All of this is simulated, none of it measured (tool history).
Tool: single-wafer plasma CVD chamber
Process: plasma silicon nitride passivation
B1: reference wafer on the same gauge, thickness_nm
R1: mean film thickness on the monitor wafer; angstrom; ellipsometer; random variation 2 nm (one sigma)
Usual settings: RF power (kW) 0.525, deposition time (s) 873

Run 1, hour 0: usual settings but deposition time (s) 987; B1 1120.23. Result: R1 15177.06 angstrom.
Run 2, hour 47.7: usual settings but deposition time (s) 987; B1 1119.925. Result: R1 15207.92 angstrom.
Run 3, hour 101.1: usual settings but deposition time (s) 985; B1 1119.929. Result: R1 15172.57 angstrom.
Run 4, hour 161.7: usual settings but deposition time (s) 985; B1 1119.948. Result: R1 15121.88 angstrom.
Run 5, hour 214.7: usual settings but RF power (kW) 0.6; B1 1120.283. Result: R1 13896.14 angstrom.
Run 6, hour 242.8: usual settings but RF power (kW) 0.6; B1 1119.759. Result: R1 13851.25 angstrom.
At hour 249.3: gauge calibrated.
Run 7, hour 279.9: usual settings but RF power (kW) 0.6; B1 1120.05. Result: R1 13820.95 angstrom.
At hour 293.4: showerhead replaced.
Run 8, hour 341.9: usual settings but RF power (kW) 0.445, deposition time (s) 714; B1 1119.542. Result: R1 10524.47 angstrom.
Run 9, hour 382.9: usual settings but RF power (kW) 0.585, deposition time (s) 965; B1 1119.943. Result: R1 15192.55 angstrom.
Run 10, hour 422.6: usual settings but RF power (kW) 0.555, deposition time (s) 773; B1 1119.828. Result: R1 11990.97 angstrom.
Run 11, hour 468.4: usual settings but RF power (kW) 0.48; B1 1120.038. Result: R1 13094.31 angstrom.
At hour 487.6: RF generator calibrated.
Run 12, hour 517.5: usual settings but RF power (kW) 0.43, deposition time (s) 801; B1 1119.748. Result: R1 11891.88 angstrom.
Run 13, hour 576.4: usual settings but deposition time (s) 985; B1 1120.165. Result: R1 15288.34 angstrom.
Run 14, hour 636.4: usual settings; B1 1119.737. Result: R1 13574.36 angstrom.
Run 15, hour 682.1: usual settings but RF power (kW) 0.445, deposition time (s) 714; B1 1119.938. Result: R1 10704.2 angstrom.

Some steps in R1 between neighbouring runs. How much of each would the tool show without its hidden state too (settings, what came in, random variation), and how much is left for the hidden state, with any gauge scatter that isn't in both results?
The hidden state here: delivered RF power above the setpoint (%); gauge reads high (%).
Run 8 -> 9: RF power (kW) 0.445 -> 0.585, deposition time (s) 714 -> 965. R1 +4668.08 angstrom: hidden state -71.69, all else +4739.77.
Run 11 -> 12: RF power (kW) 0.48 -> 0.43, deposition time (s) 873 -> 801, RF generator calibrated. R1 -1202.43 angstrom: hidden state +197.82, all else -1400.25.
